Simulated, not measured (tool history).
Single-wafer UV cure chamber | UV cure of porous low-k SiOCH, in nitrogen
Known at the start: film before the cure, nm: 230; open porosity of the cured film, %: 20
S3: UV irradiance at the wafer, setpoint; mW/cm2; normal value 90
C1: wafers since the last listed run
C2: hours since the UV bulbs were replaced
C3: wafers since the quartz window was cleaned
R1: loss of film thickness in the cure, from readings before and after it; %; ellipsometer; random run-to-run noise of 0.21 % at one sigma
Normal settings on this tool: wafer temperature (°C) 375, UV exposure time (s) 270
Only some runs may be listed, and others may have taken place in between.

run 1 hour=0 | wafer_temperature_(°C)=375 UV_exposure_time_(s)=270 S3=90 | C1=0 C2=660.7 C3=1306 | R1=12.21
run 2 hour=67.3 | wafer_temperature_(°C)=375 UV_exposure_time_(s)=270 S3=90 | C1=762 C2=728 C3=2068 | R1=12.032
run 3 hour=110.2 | wafer_temperature_(°C)=375 UV_exposure_time_(s)=270 S3=90 | C1=485 C2=770.9 C3=2554 | R1=12.286
run 4 hour=160.3 | wafer_temperature_(°C)=375 UV_exposure_time_(s)=270 S3=90 | C1=567 C2=821 C3=3122 | R1=12.034
run 5 hour=263.9 | wafer_temperature_(°C)=375 UV_exposure_time_(s)=270 S3=90 | C1=1173 C2=924.6 C3=4295 | R1=12.195
run 6 hour=336.2 | wafer_temperature_(°C)=375 UV_exposure_time_(s)=195 S3=90 | C1=818 C2=996.9 C3=5113 | R1=10.481
run 7 hour=381.1 | wafer_temperature_(°C)=375 UV_exposure_time_(s)=270 S3=90 | C1=508 C2=1041.8 C3=5622 | R1=11.91
run 8 hour=435.4 | wafer_temperature_(°C)=375 UV_exposure_time_(s)=270 S3=68 | C1=614 C2=1096.1 C3=6237 | R1=10.265
-- hour=445.1 quartz window cleaned
run 9 hour=506.5 | wafer_temperature_(°C)=375 UV_exposure_time_(s)=270 S3=68 | C1=714 C2=1167.2 C3=695 | R1=10.785
run 10 hour=542.8 | wafer_temperature_(°C)=375 UV_exposure_time_(s)=270 S3=90 | C1=411 C2=1203.5 C3=1106 | R1=11.805
run 11 hour=584.4 | wafer_temperature_(°C)=375 UV_exposure_time_(s)=270 S3=90 | C1=471 C2=1245.1 C3=1577 | R1=11.743
run 12 hour=673.2 | wafer_temperature_(°C)=375 UV_exposure_time_(s)=270 S3=90 | C1=1005 C2=1333.9 C3=2583 | R1=12.21
run 13 hour=774.6 | wafer_temperature_(°C)=375 UV_exposure_time_(s)=270 S3=58 | C1=1148 C2=1435.3 C3=3731 | R1=9.595
run 14 hour=834.6 | wafer_temperature_(°C)=375 UV_exposure_time_(s)=270 S3=90 | C1=679 C2=1495.3 C3=4411 | R1=11.92
-- hour=891.3 quartz window cleaned
run 15 hour=927.7 | wafer_temperature_(°C)=375 UV_exposure_time_(s)=270 S3=90 | C1=963 C2=1588.4 C3=412 | R1=11.947
run 16 hour=973 | wafer_temperature_(°C)=375 UV_exposure_time_(s)=270 S3=90 | C1=512 C2=1633.7 C3=925 | R1=11.702
run 17 hour=1017.5 | wafer_temperature_(°C)=375 UV_exposure_time_(s)=270 S3=90 | C1=503 C2=1678.2 C3=1429 | R1=11.791
run 18 hour=1109.9 | wafer_temperature_(°C)=375 UV_exposure_time_(s)=270 S3=78 | C1=1046 C2=1770.6 C3=2475 | R1=10.967
run 19 hour=1200.5 | wafer_temperature_(°C)=382 UV_exposure_time_(s)=270 S3=124 | C1=1025 C2=1861.2 C3=3501 | R1=13.227
run 20 hour=1277.8 | wafer_temperature_(°C)=363 UV_exposure_time_(s)=270 S3=74 | C1=875 C2=1938.5 C3=4376 | R1=10.497
run 21 hour=1332.6 | wafer_temperature_(°C)=384 UV_exposure_time_(s)=415 S3=90 | C1=620 C2=1993.3 C3=4997 | R1=13.771
-- hour=1440.3 quartz window cleaned
run 22 hour=1440.8 | wafer_temperature_(°C)=385 UV_exposure_time_(s)=395 S3=72 | C1=1134 C2=2101.5 C3=5 | R1=12.434
run 23 hour=1497.6 | wafer_temperature_(°C)=375 UV_exposure_time_(s)=175 S3=117 | C1=643 C2=2158.3 C3=648 | R1=10.246
run 24 hour=1558.6 | wafer_temperature_(°C)=387 UV_exposure_time_(s)=270 S3=90 | C1=690 C2=2219.3 C3=1339 | R1=11.483
run 25 hour=1662.1 | wafer_temperature_(°C)=393 UV_exposure_time_(s)=270 S3=90 | C1=1171 C2=2322.8 C3=2511 | R1=11.538
run 26 hour=1719.9 | wafer_temperature_(°C)=357 UV_exposure_time_(s)=430 S3=90 | C1=654 C2=2380.6 C3=3166 | R1=12.65
-- hour=1753.6 UV bulbs replaced
run 27 hour=1820.6 | wafer_temperature_(°C)=375 UV_exposure_time_(s)=175 S3=115 | C1=1049 C2=67 C3=4215 | R1=11.588
run 28 hour=1889.6 | wafer_temperature_(°C)=375 UV_exposure_time_(s)=270 S3=90 | C1=781 C2=136 C3=4997 | R1=12.58
run 29 hour=1979.4 | wafer_temperature_(°C)=375 UV_exposure_time_(s)=195 S3=90 | C1=1016 C2=225.8 C3=6014 | R1=10.852
-- hour=2002.2 quartz window cleaned
run 30 hour=2182.3 | wafer_temperature_(°C)=387 UV_exposure_time_(s)=270 S3=90 | C1=2206 C2=428.7 C3=2039 | R1=13.06
run 31 hour=2239.9 | wafer_temperature_(°C)=375 UV_exposure_time_(s)=360 S3=74 | C1=652 C2=486.3 C3=2692 | R1=12.88
run 32 hour=2300 | wafer_temperature_(°C)=375 UV_exposure_time_(s)=130 S3=90 | C1=680 C2=546.4 C3=3372 | R1=9.028
run 33 hour=2355.7 | wafer_temperature_(°C)=393 UV_exposure_time_(s)=160 S3=52 | C1=630 C2=602.1 C3=4003 | R1=7.526
run 34 hour=2407.4 | wafer_temperature_(°C)=358 UV_exposure_time_(s)=135 S3=107 | C1=585 C2=653.8 C3=4588 | R1=9.762
-- hour=2501.5 quartz window cleaned
run 35 hour=2507.4 | wafer_temperature_(°C)=381 UV_exposure_time_(s)=230 S3=57 | C1=1041 C2=753.8 C3=66 | R1=9.278
run 36 hour=2572.4 | wafer_temperature_(°C)=375 UV_exposure_time_(s)=270 S3=130 | C1=736 C2=818.8 C3=802 | R1=13.827
run 37 hour=2621.7 | wafer_temperature_(°C)=375 UV_exposure_time_(s)=270 S3=90 | C1=558 C2=868.1 C3=1360 | R1=12.057

Hidden state at the last listed run before each entry between runs and at the first one after, where it differs:
From run 8 to run 9: quartz window cleaned (hour 445.1)
  lamp output below its setpoint, %: 6.11 -> 6.76
  measured less the result without the state, R1: -0.275 -> -0.322 %
From run 14 to run 15: quartz window cleaned (hour 891.3)
  lamp output below its setpoint, %: 10.3 -> 11.5
  measured less the result without the state, R1: -0.517 -> -0.583 %
From run 21 to run 22: quartz window cleaned (hour 1440.3)
  lamp output below its setpoint, %: 17.4 -> 19.2
  measured less the result without the state, R1: -0.945 -> -1.035 %
From run 26 to run 27: UV bulbs replaced (hour 1753.6)
  lamp output below its setpoint, %: 24.3 -> 0.0465
  measured less the result without the state, R1: -1.329 -> -0.002 %
From run 29 to run 30: quartz window cleaned (hour 2002.2)
  lamp output below its setpoint, %: 0.236 -> 0.777
  measured less the result without the state, R1: -0.011 -> -0.039 %
From run 34 to run 35: quartz window cleaned (hour 2501.5)
  lamp output below its setpoint, %: 1.77 -> 2.34
  measured less the result without the state, R1: -0.081 -> -0.102 %

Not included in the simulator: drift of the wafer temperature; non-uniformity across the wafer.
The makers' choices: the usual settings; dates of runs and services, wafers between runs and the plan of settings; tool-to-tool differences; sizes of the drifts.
